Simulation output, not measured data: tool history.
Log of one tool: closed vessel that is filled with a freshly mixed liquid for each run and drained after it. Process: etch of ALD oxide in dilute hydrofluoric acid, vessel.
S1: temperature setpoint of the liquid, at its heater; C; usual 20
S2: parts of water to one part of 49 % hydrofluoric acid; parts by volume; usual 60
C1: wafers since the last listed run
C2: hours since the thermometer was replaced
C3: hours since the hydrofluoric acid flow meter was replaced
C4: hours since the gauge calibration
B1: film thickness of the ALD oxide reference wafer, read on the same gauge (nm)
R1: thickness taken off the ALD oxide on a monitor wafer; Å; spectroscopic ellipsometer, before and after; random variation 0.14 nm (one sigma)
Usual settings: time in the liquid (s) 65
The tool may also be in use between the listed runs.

Run 1, day 0: usual settings but S1 18 C; C1 0; C2 1397.3; C3 1868.7; C4 441.1; B1 149.99. Result: R1 131.7 Å.
Run 2, day 0.692: usual settings but time in the liquid (s) 85; C1 1585; C2 1413.9; C3 1885.3; C4 457.7; B1 150.02. Result: R1 186.5 Å.
Run 3, day 1.308: usual settings; C1 1413; C2 1428.7; C3 1900.1; C4 472.5; B1 150. Result: R1 142.5 Å.
Run 4, day 1.733: usual settings; C1 973; C2 1438.9; C3 1910.3; C4 482.7; B1 149.99. Result: R1 145.6 Å.
Run 5, day 2.242: usual settings; C1 1164; C2 1451.1; C3 1922.5; C4 494.9; B1 149.99. Result: R1 142.4 Å.
Run 6, day 2.662: usual settings; C1 964; C2 1461.2; C3 1932.6; C4 505; B1 149.98. Result: R1 142.2 Å.
Run 7, day 3.292: usual settings; C1 1441; C2 1476.3; C3 1947.7; C4 520.1; B1 150.02. Result: R1 143.5 Å.
Run 8, day 3.842: usual settings; C1 1260; C2 1489.5; C3 1960.9; C4 533.3; B1 149.98. Result: R1 143.2 Å.
Run 9, day 4.942: usual settings; C1 2520; C2 1515.9; C3 1987.3; C4 559.7; B1 150.03. Result: R1 145.1 Å.
Run 10, day 5.217: usual settings; C1 630; C2 1522.5; C3 1993.9; C4 566.3; B1 150. Result: R1 142.6 Å.
Run 11, day 5.567: usual settings; C1 802; C2 1530.9; C3 2002.3; C4 574.7; B1 150.03. Result: R1 139.7 Å.
At day 6.975: thermometer replaced.
Run 12, day 7.579: usual settings but time in the liquid (s) 80; C1 4516; C2 14.5; C3 2050.6; C4 623; B1 150. Result: R1 176.4 Å.
Run 13, day 8.312: usual settings but time in the liquid (s) 80; C1 1680; C2 32.1; C3 2068.2; C4 640.6; B1 149.97. Result: R1 175.4 Å.
Run 14, day 8.592: usual settings; C1 639; C2 38.8; C3 2074.9; C4 647.3; B1 150. Result: R1 142 Å.
At day 8.896: gauge calibrated.
At day 9.604: hydrofluoric acid flow meter replaced.
Run 15, day 10.404: usual settings; C1 4057; C2 82.3; C3 19.2; C4 36.2; B1 149.99. Result: R1 142.3 Å.
Run 16, day 10.946: usual settings but S1 24 C; C1 1241; C2 95.3; C3 32.2; C4 49.2; B1 149.96. Result: R1 167.2 Å.
Run 17, day 11.471: usual settings but S1 24 C; C1 1203; C2 107.9; C3 44.8; C4 61.8; B1 150.02. Result: R1 167.4 Å.
Run 18, day 11.812: usual settings; C1 782; C2 116.1; C3 53; C4 70; B1 150.04. Result: R1 143 Å.
Run 19, day 12.254: usual settings but S1 23 C; C1 1012; C2 126.7; C3 63.6; C4 80.6; B1 150.01. Result: R1 160 Å.
Run 20, day 12.962: usual settings but S1 18.5 C, time in the liquid (s) 75; C1 1623; C2 143.7; C3 80.6; C4 97.6; B1 149.95. Result: R1 155 Å.
Run 21, day 13.238: usual settings but time in the liquid (s) 90; C1 630; C2 150.3; C3 87.2; C4 104.2; B1 150.01. Result: R1 199.9 Å.
Run 22, day 13.95: usual settings but S1 24 C, time in the liquid (s) 75; C1 1632; C2 167.4; C3 104.3; C4 121.3; B1 150.06. Result: R1 191 Å.
Run 23, day 14.271: usual settings but S1 21.5 C, time in the liquid (s) 95; C1 735; C2 175.1; C3 112; C4 129; B1 149.98. Result: R1 226.2 Å.
Run 24, day 14.833: usual settings; C1 1289; C2 188.6; C3 125.5; C4 142.5; B1 150. Result: R1 144.9 Å.
Run 25, day 15.271: usual settings but S1 22 C, S2 85 parts by volume; C1 1002; C2 199.1; C3 136; C4 153; B1 150.04. Result: R1 106.4 Å.
Run 26, day 15.721: usual settings but S2 80 parts by volume; C1 1031; C2 209.9; C3 146.8; C4 163.8; B1 149.98. Result: R1 105 Å.
Run 27, day 16.35: usual settings but S1 23 C; C1 1441; C2 225; C3 161.9; C4 178.9; B1 150.01. Result: R1 162.8 Å.
Run 28, day 16.962: usual settings but S1 24 C, time in the liquid (s) 30; C1 1403; C2 239.7; C3 176.6; C4 193.6; B1 149.99. Result: R1 77 Å.
Run 29, day 17.479: usual settings but S2 85 parts by volume; C1 1183; C2 252.1; C3 189; C4 206; B1 149.95. Result: R1 97 Å.
Run 30, day 18.912: usual settings but S2 70 parts by volume; C1 3284; C2 286.5; C3 223.4; C4 240.4; B1 150.03. Result: R1 122.1 Å.
Run 31, day 19.325: usual settings but S1 24.5 C, time in the liquid (s) 35; C1 945; C2 296.4; C3 233.3; C4 250.3; B1 149.98. Result: R1 92.7 Å.
Run 32, day 20.662: usual settings but S1 17 C, S2 35 parts by volume, time in the liquid (s) 30; C1 3064; C2 328.5; C3 265.4; C4 282.4; B1 150.02. Result: R1 101.6 Å.
Run 33, day 21.121: usual settings but time in the liquid (s) 100; C1 1050; C2 339.5; C3 276.4; C4 293.4; B1 149.98. Result: R1 221.9 Å.
Run 34, day 21.571: usual settings but S1 24.5 C, S2 85 parts by volume, time in the liquid (s) 50; C1 1031; C2 350.3; C3 287.2; C4 304.2; B1 149.99. Result: R1 89.8 Å.
Run 35, day 21.958: usual settings but S1 18 C, S2 45 parts by volume, time in the liquid (s) 40; C1 887; C2 359.6; C3 296.5; C4 313.5; B1 150. Result: R1 107.8 Å.

Hidden state at the last listed run before each entry between runs and at the first one after, where it differs:
Between runs 11 and 12: thermometer replaced (day 6.975)
  no hidden state differs between the two runs
Between runs 14 and 15: gauge calibrated (day 8.896); hydrofluoric acid flow meter replaced (day 9.604)
  no hidden state differs between the two runs

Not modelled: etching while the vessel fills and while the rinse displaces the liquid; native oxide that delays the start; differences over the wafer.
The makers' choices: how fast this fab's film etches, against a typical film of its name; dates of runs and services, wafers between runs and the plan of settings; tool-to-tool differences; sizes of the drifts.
